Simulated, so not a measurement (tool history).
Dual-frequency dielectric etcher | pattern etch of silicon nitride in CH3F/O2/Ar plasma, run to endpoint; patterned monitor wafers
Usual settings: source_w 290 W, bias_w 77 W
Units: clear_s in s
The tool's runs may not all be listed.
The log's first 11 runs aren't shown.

| run | day | source_w | bias_w | wafers since the last listed run | hours since the last wet clean | hours since the last source power generator calibration | hours since the last bias power generator calibration | hours since the last upper electrode change | incoming incoming film thickness, nm | clear_s |
|---|---|---|---|---|---|---|---|---|---|---|
| 12 | 26.983 | 290 | 77 | 646 | 292.2 | 2123.7 | 1514.1 | 5474.3 | 25.05 | 36.3 |
|  | 27.500 | bias power generator calibrated |
|  | 33.038 | source power generator calibrated |
| 13 | 34.717 | 290 | 66 | 2349 | 477.8 | 40.3 | 173.2 | 5659.9 | 24.48 | 38.4 |
|  | 35.867 | wet clean of the chamber |
| 14 | 36.517 | 290 | 66 | 253 | 15.6 | 83.5 | 216.4 | 5703.1 | 24.47 | 38.3 |
| 15 | 39.788 | 290 | 77 | 1038 | 94.1 | 162.0 | 294.9 | 5781.6 | 24.41 | 35.8 |
| 16 | 42.446 | 290 | 77 | 843 | 157.9 | 225.8 | 358.7 | 5845.4 | 24.64 | 36.4 |
| 17 | 45.275 | 290 | 77 | 898 | 225.8 | 293.7 | 426.6 | 5913.3 | 24.57 | 36.1 |
| 18 | 47.796 | 290 | 66 | 800 | 286.3 | 354.2 | 487.1 | 5973.8 | 24.55 | 38.3 |
| 19 | 49.608 | 220 | 94 | 575 | 329.8 | 397.7 | 530.6 | 6017.3 | 24.51 | 39.2 |
| 20 | 51.288 | 320 | 77 | 533 | 370.1 | 438.0 | 570.9 | 6057.6 | 24.61 | 34.1 |
| 21 | 53.325 | 290 | 77 | 646 | 419.0 | 486.9 | 619.8 | 6106.5 | 24.39 | 35.7 |
| 22 | 55.929 | 340 | 87 | 826 | 481.5 | 549.4 | 682.3 | 6169.0 | 24.36 | 31.0 |
|  | 60.233 | wet clean of the chamber |
| 23 | 60.254 | 330 | 63 | 1055 | 0.5 | 653.2 | 786.1 | 6272.8 | 24.84 | 36.5 |
| 24 | 64.092 | 290 | 77 | 1218 | 92.6 | 745.3 | 878.2 | 6364.9 | 24.39 | 35.5 |
|  | 65.133 | upper electrode replaced |
| 25 | 66.675 | 330 | 64 | 502 | 154.6 | 807.3 | 940.2 | 37.0 | 24.55 | 36.1 |
| 26 | 68.908 | 260 | 68 | 708 | 208.2 | 860.9 | 993.8 | 90.6 | 24.52 | 40.0 |
| 27 | 72.508 | 230 | 93 | 1142 | 294.6 | 947.3 | 1080.2 | 177.0 | 24.38 | 38.0 |
| 28 | 76.296 | 360 | 84 | 1202 | 385.5 | 1038.2 | 1171.1 | 267.9 | 24.66 | 31.0 |
| 29 | 79.212 | 270 | 77 | 925 | 455.5 | 1108.2 | 1241.1 | 337.9 | 24.70 | 37.5 |
|  | 83.771 | wet clean of the chamber |
| 30 | 87.867 | 310 | 96 | 2429 | 98.3 | 1315.9 | 1448.8 | 545.6 | 24.49 | 31.4 |
| 31 | 89.975 | 310 | 95 | 669 | 148.9 | 1366.5 | 1499.4 | 596.2 | 24.57 | 31.4 |
|  | 90.692 | bias power generator calibrated |
| 32 | 91.983 | 290 | 77 | 584 | 197.1 | 1414.7 | 31.0 | 644.4 | 24.46 | 36.0 |
| 33 | 94.204 | 290 | 61 | 704 | 250.4 | 1468.0 | 84.3 | 697.7 | 24.38 | 39.1 |
| 34 | 97.975 | 290 | 68 | 1197 | 340.9 | 1558.5 | 174.8 | 788.2 | 24.44 | 37.7 |
| 35 | 100.738 | 290 | 77 | 876 | 407.2 | 1624.8 | 241.1 | 854.5 | 24.28 | 35.7 |
| 36 | 102.654 | 290 | 77 | 608 | 453.2 | 1670.8 | 287.1 | 900.5 | 24.45 | 35.8 |

3 ways to go on from here, each from the tool as it stands after run 36. What would each give?
| A | 102.671 | 250 | 77 | 5 | 453.6 | 1671.2 | 287.5 | 900.9 | 24.63 | ? |
| B | 102.671 | 230 | 77 | 5 | 453.6 | 1671.2 | 287.5 | 900.9 | 24.63 | ? |
| C | 102.671 | 330 | 84 | 5 | 453.6 | 1671.2 | 287.5 | 900.9 | 24.63 | ? |

| run | clear_s |
|---|---|
| A | 39.4 |
| B | 41.5 |
| C | 32.5 |
Without the tool's hidden state the same runs would have given:
| run | clear_s |
|---|---|
| A | 39.4 |
| B | 41.6 |
| C | 32.5 |

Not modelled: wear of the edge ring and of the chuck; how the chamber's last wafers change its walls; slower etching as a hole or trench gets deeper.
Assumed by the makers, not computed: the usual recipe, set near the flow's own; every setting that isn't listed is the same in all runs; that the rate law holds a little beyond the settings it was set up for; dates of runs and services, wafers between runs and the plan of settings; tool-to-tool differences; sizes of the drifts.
